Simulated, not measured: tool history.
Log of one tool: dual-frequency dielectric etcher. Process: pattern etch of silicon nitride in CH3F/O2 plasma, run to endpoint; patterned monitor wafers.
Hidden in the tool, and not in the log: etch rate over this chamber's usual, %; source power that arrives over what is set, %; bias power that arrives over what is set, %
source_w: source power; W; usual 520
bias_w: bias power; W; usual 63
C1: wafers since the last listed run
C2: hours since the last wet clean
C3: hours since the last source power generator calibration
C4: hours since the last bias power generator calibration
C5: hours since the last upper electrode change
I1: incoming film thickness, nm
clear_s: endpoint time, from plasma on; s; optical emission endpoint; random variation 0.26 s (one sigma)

run 1 hour=0 | source_w=520 bias_w=63 | C1=0 C2=469.3 C3=2354.6 C4=2926.9 C5=6268.8 | I1=83.6 | clear_s=86.1
run 2 hour=16.7 | source_w=520 bias_w=63 | C1=139 C2=486 C3=2371.3 C4=2943.6 C5=6285.5 | I1=83.5 | clear_s=85.6
run 3 hour=42.2 | source_w=520 bias_w=63 | C1=212 C2=511.5 C3=2396.8 C4=2969.1 C5=6311 | I1=83.3 | clear_s=85.3
run 4 hour=76.9 | source_w=520 bias_w=63 | C1=288 C2=546.2 C3=2431.5 C4=3003.8 C5=6345.7 | I1=83.2 | clear_s=85.3
run 5 hour=97.9 | source_w=520 bias_w=63 | C1=174 C2=567.2 C3=2452.5 C4=3024.8 C5=6366.7 | I1=83.9 | clear_s=85.6
-- hour=147.5 wet clean of the chamber
run 6 hour=148 | source_w=470 bias_w=67 | C1=217 C2=0.5 C3=2502.6 C4=3074.9 C5=6416.8 | I1=83.9 | clear_s=89.3
run 7 hour=148.4 | source_w=470 bias_w=67 | C1=3 C2=0.9 C3=2503 C4=3075.3 C5=6417.2 | I1=84.3 | clear_s=90
-- hour=168.9 source power generator calibrated
-- hour=217.4 bias power generator calibrated
run 8 hour=226.5 | source_w=470 bias_w=67 | C1=583 C2=79 C3=57.6 C4=9.1 C5=6495.3 | I1=83.5 | clear_s=89.1
run 9 hour=259.7 | source_w=520 bias_w=55 | C1=276 C2=112.2 C3=90.8 C4=42.3 C5=6528.5 | I1=83.4 | clear_s=88
-- hour=293.3 upper electrode replaced
run 10 hour=294.4 | source_w=450 bias_w=76 | C1=89 C2=146.9 C3=125.5 C4=77 C5=1.1 | I1=84.1 | clear_s=88.7
run 11 hour=307.3 | source_w=520 bias_w=70 | C1=107 C2=159.8 C3=138.4 C4=89.9 C5=14 | I1=83 | clear_s=84.4
run 12 hour=343.1 | source_w=580 bias_w=63 | C1=298 C2=195.6 C3=174.2 C4=125.7 C5=49.8 | I1=85.8 | clear_s=85
run 13 hour=357.7 | source_w=520 bias_w=63 | C1=121 C2=210.2 C3=188.8 C4=140.3 C5=64.4 | I1=83.1 | clear_s=85.9
run 14 hour=389.2 | source_w=400 bias_w=63 | C1=262 C2=241.7 C3=220.3 C4=171.8 C5=95.9 | I1=83.8 | clear_s=96.4
run 15 hour=422.4 | source_w=580 bias_w=67 | C1=276 C2=274.9 C3=253.5 C4=205 C5=129.1 | I1=84.2 | clear_s=82.8
run 16 hour=437.5 | source_w=520 bias_w=54 | C1=125 C2=290 C3=268.6 C4=220.1 C5=144.2 | I1=84.2 | clear_s=88.6
run 17 hour=449.9 | source_w=580 bias_w=52 | C1=103 C2=302.4 C3=281 C4=232.5 C5=156.6 | I1=84.2 | clear_s=85.4
run 18 hour=470.5 | source_w=590 bias_w=74 | C1=171 C2=323 C3=301.6 C4=253.1 C5=177.2 | I1=82.9 | clear_s=79.2
run 19 hour=482.8 | source_w=520 bias_w=63 | C1=102 C2=335.3 C3=313.9 C4=265.4 C5=189.5 | I1=83.9 | clear_s=86.4

Some steps in clear_s between neighbouring runs. How much of each would the tool show without its hidden state too (settings, what came in, random variation), and how much is left for the hidden state, with any gauge scatter that isn't in both results?
Run 5 -> 6: source_w 520 -> 470, bias_w 63 -> 67, wet clean of the chamber. clear_s +3.7 s: hidden state +1.1, all else +2.6.
Run 14 -> 15: source_w 400 -> 580, bias_w 63 -> 67. clear_s -13.6 s: hidden state -0.1, all else -13.5.
